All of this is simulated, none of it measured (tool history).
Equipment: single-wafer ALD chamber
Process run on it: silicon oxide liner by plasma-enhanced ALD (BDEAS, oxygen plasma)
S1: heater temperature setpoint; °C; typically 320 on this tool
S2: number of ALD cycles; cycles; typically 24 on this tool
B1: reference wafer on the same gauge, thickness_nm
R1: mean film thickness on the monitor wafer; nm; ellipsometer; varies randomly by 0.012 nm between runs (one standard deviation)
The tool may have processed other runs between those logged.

run	hour	S1	S2	B1	R1
1	0	320	22	2.545	2.11
2	37.7	320	22	2.552	2.104
3	98.8	320	22	2.544	2.131
4	165.2	327	21	2.553	2.012
5	211.4	327	21	2.544	2.01
6	235.9	310	27	2.551	2.626
7	307.2	310	27	2.549	2.609
8	339	310	27	2.557	2.635
9	378.6	320	26	2.551	2.495
10	435.6	320	26	2.547	2.487
11	484.8	320	26	2.55	2.492
12	515.7	320	25	2.55	2.388
13	567.7	320	24	2.552	2.314
14	635.1	320	24	2.556	2.298
15	677.5	313	24	2.552	2.308
16	736.1	313	24	2.548	2.342
17	807.1	327	26	2.555	2.464
18	850.2	327	26	2.551	2.472
19	899.2	327	26	2.545	2.491
20	925.4	320	21	2.551	2.007
21	951	320	21	2.552	2.022
22	1014.4	320	23	2.548	2.222
23	1052	313	27	2.55	2.618
24	1123.9	320	23	2.554	2.197
25	1161.4	327	21	2.549	2.003
26	1222.1	332	27	2.55	2.563
27	1276.9	320	20	2.545	1.929
28	1318.5	333	27	2.554	2.541
29	1353.6	316	26	2.549	2.511
30	1405.9	307	24	2.551	2.368
31	1437	333	26	2.55	2.472
32	1498.4	326	28	2.547	2.673
33	1530.3	320	24	2.549	2.314
34	1563.5	310	19	2.552	1.842
35	1588.9	324	20	2.548	1.914
36	1618.5	333	28	2.549	2.666
37	1671.5	305	24	2.547	2.347
38	1721.6	329	24	2.551	2.303
39	1751.1	310	25	2.554	2.425
40	1812.3	330	26	2.553	2.471
41	1862.4	329	24	2.55	2.266
42	1903.3	316	22	2.544	2.155

The log once held 2 entries between its listed runs, left out of this copy. Where does each go, and what is different about the tool's unlogged condition between the listed run before it and the listed run after it?
Between runs 21 and 22: thermocouple changed; heater temperature recalibrated (hour 1007.8)
  both runs share identical hidden conditions
Between runs 25 and 26: gauge calibrated (hour 1188.6)
  both runs share identical hidden conditions

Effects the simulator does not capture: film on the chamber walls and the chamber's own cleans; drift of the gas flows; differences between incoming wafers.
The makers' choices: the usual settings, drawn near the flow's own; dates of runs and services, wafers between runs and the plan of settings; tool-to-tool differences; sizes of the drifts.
